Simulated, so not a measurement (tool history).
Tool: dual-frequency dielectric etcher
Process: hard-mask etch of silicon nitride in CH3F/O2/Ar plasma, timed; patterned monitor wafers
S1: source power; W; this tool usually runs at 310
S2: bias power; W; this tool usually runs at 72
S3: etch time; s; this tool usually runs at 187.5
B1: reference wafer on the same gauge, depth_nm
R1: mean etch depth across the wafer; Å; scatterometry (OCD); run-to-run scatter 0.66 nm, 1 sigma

run 1 hour=0.0 | S1=310 S2=72 S3=187.5 | B1=132.8 | R1=1169
run 2 hour=44.5 | S1=310 S2=72 S3=187.5 | B1=132.9 | R1=1177
run 3 hour=107.9 | S1=310 S2=72 S3=187.5 | B1=133.1 | R1=1163
run 4 hour=150.6 | S1=310 S2=72 S3=187.5 | B1=132.9 | R1=1161
run 5 hour=212.4 | S1=260 S2=72 S3=187.5 | B1=132.9 | R1=1063
-- hour=336.0 wet clean of the chamber
run 6 hour=336.5 | S1=260 S2=72 S3=187.5 | B1=132.6 | R1=1114
run 7 hour=403.2 | S1=260 S2=72 S3=187.5 | B1=133.0 | R1=1104
run 8 hour=439.9 | S1=310 S2=72 S3=187.5 | B1=133.0 | R1=1220
run 9 hour=528.8 | S1=310 S2=72 S3=231.0 | B1=132.8 | R1=1499
-- hour=565.3 source power generator calibrated
run 10 hour=622.5 | S1=310 S2=72 S3=187.5 | B1=133.0 | R1=1193
run 11 hour=722.6 | S1=340 S2=64 S3=214.0 | B1=132.7 | R1=1333
run 12 hour=904.1 | S1=280 S2=72 S3=153.5 | B1=132.9 | R1=894
run 13 hour=969.9 | S1=280 S2=55 S3=158.5 | B1=133.4 | R1=809
-- hour=1006.0 wet clean of the chamber
run 14 hour=1077.1 | S1=340 S2=84 S3=211.5 | B1=133.2 | R1=1553
run 15 hour=1126.4 | S1=310 S2=72 S3=162.5 | B1=133.1 | R1=1030
run 16 hour=1186.3 | S1=390 S2=81 S3=221.0 | B1=132.9 | R1=1679
run 17 hour=1226.8 | S1=310 S2=60 S3=143.0 | B1=133.0 | R1=816
-- hour=1278.3 bias power generator calibrated
run 18 hour=1333.2 | S1=310 S2=57 S3=218.5 | B1=133.1 | R1=1213
-- hour=1401.7 upper electrode replaced
-- hour=1455.8 gauge calibrated
run 19 hour=1625.7 | S1=310 S2=72 S3=187.5 | B1=133.0 | R1=1158
run 20 hour=1695.4 | S1=310 S2=85 S3=218.0 | B1=132.8 | R1=1471
-- hour=1740.8 wet clean of the chamber
run 21 hour=1748.8 | S1=310 S2=72 S3=187.5 | B1=132.9 | R1=1213
run 22 hour=1789.9 | S1=310 S2=72 S3=187.5 | B1=133.2 | R1=1202
run 23 hour=1872.4 | S1=310 S2=72 S3=187.5 | B1=133.0 | R1=1207
run 24 hour=1923.4 | S1=380 S2=87 S3=228.0 | B1=133.2 | R1=1771
run 25 hour=2219.5 | S1=310 S2=72 S3=187.5 | B1=133.3 | R1=1179
run 26 hour=2270.7 | S1=310 S2=59 S3=237.0 | B1=133.1 | R1=1344
run 27 hour=2323.1 | S1=230 S2=59 S3=204.0 | B1=132.8 | R1=965
run 28 hour=2411.8 | S1=370 S2=66 S3=187.5 | B1=133.0 | R1=1223
-- hour=2517.8 wet clean of the chamber
run 29 hour=2518.3 | S1=250 S2=66 S3=167.0 | B1=132.9 | R1=918

Alternative continuations, all from the tool just after run 29; predict every row:
run A hour=2518.8 | S1=310 S2=77 S3=187.5 | B1=? | R1=?
run B hour=2518.8 | S1=370 S2=72 S3=187.5 | B1=? | R1=?
run C hour=2518.8 | S1=260 S2=72 S3=210.0 | B1=? | R1=?
run D hour=2518.8 | S1=260 S2=86 S3=238.5 | B1=? | R1=?

run=A B1=133.1 R1=1271
run=B B1=133.1 R1=1345
run=C B1=133.1 R1=1247
run=D B1=133.1 R1=1555
Had the tool no hidden state, the same runs would have come out as:
run=A R1=1262
run=B R1=1336
run=C R1=1239
run=D R1=1545

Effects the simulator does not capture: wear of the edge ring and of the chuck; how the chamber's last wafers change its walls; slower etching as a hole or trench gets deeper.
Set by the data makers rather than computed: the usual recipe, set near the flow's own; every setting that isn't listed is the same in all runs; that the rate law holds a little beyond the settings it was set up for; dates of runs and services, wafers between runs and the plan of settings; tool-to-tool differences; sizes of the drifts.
